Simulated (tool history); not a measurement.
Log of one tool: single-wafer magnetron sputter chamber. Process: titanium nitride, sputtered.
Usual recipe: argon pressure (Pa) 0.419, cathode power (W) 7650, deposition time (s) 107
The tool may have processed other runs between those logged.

run      day  argon pressure (Pa)  cathode power (W)  deposition time (s)  read-back reference wafer on the same gauge, thickness_nm  mean film thickness on the monitor wafer (nm)
  1    0.000                0.419               7650                  107                                                    156.815                                        163.699
       1.162  -- capacitance manometer re-zeroed and calibrated
  2    4.029                0.419               8700                  107                                                    157.063                                        187.556
  3    6.367                0.419               7650                  107                                                    156.985                                        169.282
  4    8.700                0.419               7650                  107                                                    156.808                                        169.091
       9.329  -- sputter target and shields replaced
  5   21.175                0.419               7650                  113                                                    156.993                                        177.214
  6   27.454                0.419               7650                  113                                                    156.660                                        176.822
  7   30.571                0.419               7650                  107                                                    157.074                                        166.471
  8   32.371                0.419               7650                  107                                                    157.111                                        166.151
  9   35.883                0.419               7650                  107                                                    157.275                                        166.281
      37.608  -- sputter target and shields replaced
 10   39.079                0.419               7650                  112                                                    157.072                                        172.212
 11   42.512                0.419               7650                  112                                                    157.003                                        173.410
 12   46.042                0.419               7650                  107                                                    157.024                                        163.882
 13   50.017                0.419               7650                  117                                                    157.117                                        178.579
      52.912  -- capacitance manometer re-zeroed and calibrated
 14   53.879                0.419               6350                   99                                                    156.949                                        135.355
 15   55.988                0.419               7650                  126                                                    156.917                                        198.828
 16   58.229                0.332               7650                  107                                                    157.453                                        175.861
      59.879  -- magnet pack replaced
 17   62.404                0.419               8250                  107                                                    156.902                                        180.800
 18   64.396                0.558               7650                  107                                                    156.632                                        155.254
 19   67.858                0.419               8800                  115                                                    156.938                                        200.573
 20   69.775                0.275               8950                   97                                                    157.220                                        186.517
      71.983  -- sputter target and shields replaced
 21   72.054                0.544               7650                  107                                                    157.095                                        155.504
 22   75.346                0.419               6300                  107                                                    156.955                                        143.019
 23   77.354                0.419               7650                  107                                                    156.773                                        167.143
      79.796  -- gauge calibrated
 24   80.629                0.419               7650                  107                                                    156.774                                        167.966
 25   82.354                0.282               9000                   86                                                    156.835                                        165.784
 26   85.692                0.508               9550                  127                                                    156.854                                        223.800
 27   88.017                0.546               8300                   91                                                    157.224                                        139.358
 28   99.662                0.419               7650                   93                                                    157.129                                        142.600
 29  102.542                0.419               8900                   96                                                    156.937                                        166.478
     103.558  -- sputter target and shields replaced
 30  104.983                0.419               7650                  107                                                    156.890                                        163.885
 31  106.550                0.514               8750                  107                                                    156.864                                        173.387
 32  108.662                0.419               7650                  113                                                    156.782                                        173.230
     112.479  -- capacitance manometer re-zeroed and calibrated
 33  112.712                0.514               8750                  107                                                    157.184                                        179.831
 34  115.062                0.464               6550                  123                                                    157.081                                        167.834
 35  119.346                0.419               7650                  107                                                    156.993                                        168.284

Consider 3 possible next runs. They are alternatives, not a sequence: every one starts from the tool as it was left by run 35. What does each give?
  A  119.362                0.499               7650                  107                                                          ?                                              ?
  B  119.362                0.259               7650                  107                                                          ?                                              ?
  C  119.362                0.257               8200                  107                                                          ?                                              ?

run  read-back reference wafer on the same gauge, thickness_nm  mean film thickness on the monitor wafer (nm)
  A                                                    156.959                                        159.274
  B                                                    156.959                                        181.273
  C                                                    156.959                                        191.968
Without the tool's unlogged condition, the same runs would have read:
run  mean film thickness on the monitor wafer (nm)
  A                                        160.780
  B                                        181.936
  C                                        192.660
